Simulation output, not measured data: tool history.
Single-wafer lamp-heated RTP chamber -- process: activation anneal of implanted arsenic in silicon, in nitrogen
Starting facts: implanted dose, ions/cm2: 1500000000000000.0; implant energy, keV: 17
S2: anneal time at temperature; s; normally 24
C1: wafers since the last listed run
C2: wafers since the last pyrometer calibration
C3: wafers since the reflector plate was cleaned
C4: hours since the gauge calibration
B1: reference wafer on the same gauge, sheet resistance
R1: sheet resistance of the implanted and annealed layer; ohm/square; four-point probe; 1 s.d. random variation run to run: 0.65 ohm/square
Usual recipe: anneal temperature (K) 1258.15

{"run": 1, "hour": 0.0, "anneal temperature (K)": 1269.15, "S2": 24, "C1": 0, "C2": 1972, "C3": 1946, "C4": 712.2, "B1": 104.12, "R1": 112.03}
{"run": 2, "hour": 92.7, "anneal temperature (K)": 1269.15, "S2": 24, "C1": 1450, "C2": 3422, "C3": 3396, "C4": 804.9, "B1": 103.99, "R1": 109.88}
{"run": 3, "hour": 153.6, "anneal temperature (K)": 1269.15, "S2": 24, "C1": 952, "C2": 4375, "C3": 4349, "C4": 865.8, "B1": 103.88, "R1": 110.12}
{"hour": 197.2, "done": "pyrometer window cleaned and pyrometer calibrated"}
{"run": 4, "hour": 402.9, "anneal temperature (K)": 1258.15, "S2": 28, "C1": 3774, "C2": 3218, "C3": 8123, "C4": 1115.1, "B1": 104.0, "R1": 113.13}
{"run": 5, "hour": 446.3, "anneal temperature (K)": 1258.15, "S2": 28, "C1": 678, "C2": 3897, "C3": 8802, "C4": 1158.5, "B1": 103.87, "R1": 111.78}
{"run": 6, "hour": 498.5, "anneal temperature (K)": 1273.15, "S2": 24, "C1": 816, "C2": 4713, "C3": 9618, "C4": 1210.7, "B1": 104.12, "R1": 106.2}
{"hour": 540.5, "done": "reflector plate cleaned"}
{"hour": 560.2, "done": "pyrometer window cleaned and pyrometer calibrated"}
{"run": 7, "hour": 593.5, "anneal temperature (K)": 1279.15, "S2": 24, "C1": 1235, "C2": 521, "C3": 703, "C4": 1305.7, "B1": 104.28, "R1": 109.35}
{"run": 8, "hour": 667.1, "anneal temperature (K)": 1279.15, "S2": 24, "C1": 1151, "C2": 1672, "C3": 1855, "C4": 1379.3, "B1": 104.2, "R1": 107.81}
{"run": 9, "hour": 758.6, "anneal temperature (K)": 1258.15, "S2": 24, "C1": 1431, "C2": 3104, "C3": 3286, "C4": 1470.8, "B1": 103.64, "R1": 116.67}
{"run": 10, "hour": 842.2, "anneal temperature (K)": 1275.15, "S2": 24, "C1": 1307, "C2": 4411, "C3": 4594, "C4": 1554.4, "B1": 104.06, "R1": 108.27}
{"hour": 877.9, "done": "pyrometer window cleaned and pyrometer calibrated"}
{"run": 11, "hour": 949.1, "anneal temperature (K)": 1272.15, "S2": 24, "C1": 1547, "C2": 1113, "C3": 6141, "C4": 1661.3, "B1": 103.99, "R1": 109.92}
{"run": 12, "hour": 1034.9, "anneal temperature (K)": 1272.15, "S2": 24, "C1": 1342, "C2": 2455, "C3": 7483, "C4": 1747.1, "B1": 103.8, "R1": 108.66}
{"run": 13, "hour": 1115.7, "anneal temperature (K)": 1278.15, "S2": 13, "C1": 1263, "C2": 3719, "C3": 8747, "C4": 1827.9, "B1": 103.78, "R1": 115.82}
{"run": 14, "hour": 1178.7, "anneal temperature (K)": 1258.15, "S2": 24, "C1": 985, "C2": 4704, "C3": 9732, "C4": 1890.9, "B1": 103.9, "R1": 114.02}
{"hour": 1262.3, "done": "reflector plate cleaned"}
{"run": 15, "hour": 1264.8, "anneal temperature (K)": 1280.15, "S2": 30, "C1": 1221, "C2": 5926, "C3": 39, "C4": 1977.0, "B1": 104.35, "R1": 100.62}
{"hour": 1283.6, "done": "gauge calibrated"}
{"hour": 1299.8, "done": "pyrometer window cleaned and pyrometer calibrated"}
{"run": 16, "hour": 1309.1, "anneal temperature (K)": 1258.15, "S2": 24, "C1": 567, "C2": 145, "C3": 607, "C4": 25.5, "B1": 104.05, "R1": 121.45}
{"run": 17, "hour": 1346.9, "anneal temperature (K)": 1258.15, "S2": 24, "C1": 591, "C2": 737, "C3": 1198, "C4": 63.3, "B1": 103.97, "R1": 120.52}
{"run": 18, "hour": 1386.6, "anneal temperature (K)": 1258.15, "S2": 24, "C1": 621, "C2": 1358, "C3": 1819, "C4": 103.0, "B1": 103.88, "R1": 120.03}
{"run": 19, "hour": 1480.0, "anneal temperature (K)": 1285.15, "S2": 29, "C1": 1461, "C2": 2819, "C3": 3280, "C4": 196.4, "B1": 104.22, "R1": 100.34}
{"run": 20, "hour": 1549.4, "anneal temperature (K)": 1281.15, "S2": 14, "C1": 1085, "C2": 3904, "C3": 4366, "C4": 265.8, "B1": 103.91, "R1": 112.79}
{"hour": 1634.9, "done": "pyrometer window cleaned and pyrometer calibrated"}
{"run": 21, "hour": 1635.4, "anneal temperature (K)": 1258.15, "S2": 24, "C1": 1220, "C2": 7, "C3": 5586, "C4": 351.8, "B1": 104.2, "R1": 120.31}
{"run": 22, "hour": 1672.8, "anneal temperature (K)": 1231.15, "S2": 33, "C1": 585, "C2": 592, "C3": 6171, "C4": 389.2, "B1": 103.99, "R1": 129.13}
{"run": 23, "hour": 1766.4, "anneal temperature (K)": 1280.15, "S2": 24, "C1": 1464, "C2": 2056, "C3": 7635, "C4": 482.8, "B1": 104.2, "R1": 104.19}
{"run": 24, "hour": 1858.7, "anneal temperature (K)": 1232.15, "S2": 24, "C1": 1443, "C2": 3500, "C3": 9079, "C4": 575.1, "B1": 104.15, "R1": 128.83}

3 ways to go on from here, each from the tool as it stands after run 24. What would each give?
{"run": "A", "hour": 1859.1, "anneal temperature (K)": 1243.15, "S2": 24, "C1": 6, "C2": 3506, "C3": 9085, "C4": 575.5, "B1": "?", "R1": "?"}
{"run": "B", "hour": 1859.1, "anneal temperature (K)": 1258.15, "S2": 29, "C1": 6, "C2": 3506, "C3": 9085, "C4": 575.5, "B1": "?", "R1": "?"}
{"run": "C", "hour": 1859.1, "anneal temperature (K)": 1258.15, "S2": 19, "C1": 6, "C2": 3506, "C3": 9085, "C4": 575.5, "B1": "?", "R1": "?"}

run=A B1=103.91 R1=123.04
run=B B1=103.91 R1=111.18
run=C B1=103.91 R1=118.64
Take away the tool's hidden state, keep each run's random variation, and the runs would have read:
run=A R1=131.12
run=B R1=119.01
run=C R1=126.39

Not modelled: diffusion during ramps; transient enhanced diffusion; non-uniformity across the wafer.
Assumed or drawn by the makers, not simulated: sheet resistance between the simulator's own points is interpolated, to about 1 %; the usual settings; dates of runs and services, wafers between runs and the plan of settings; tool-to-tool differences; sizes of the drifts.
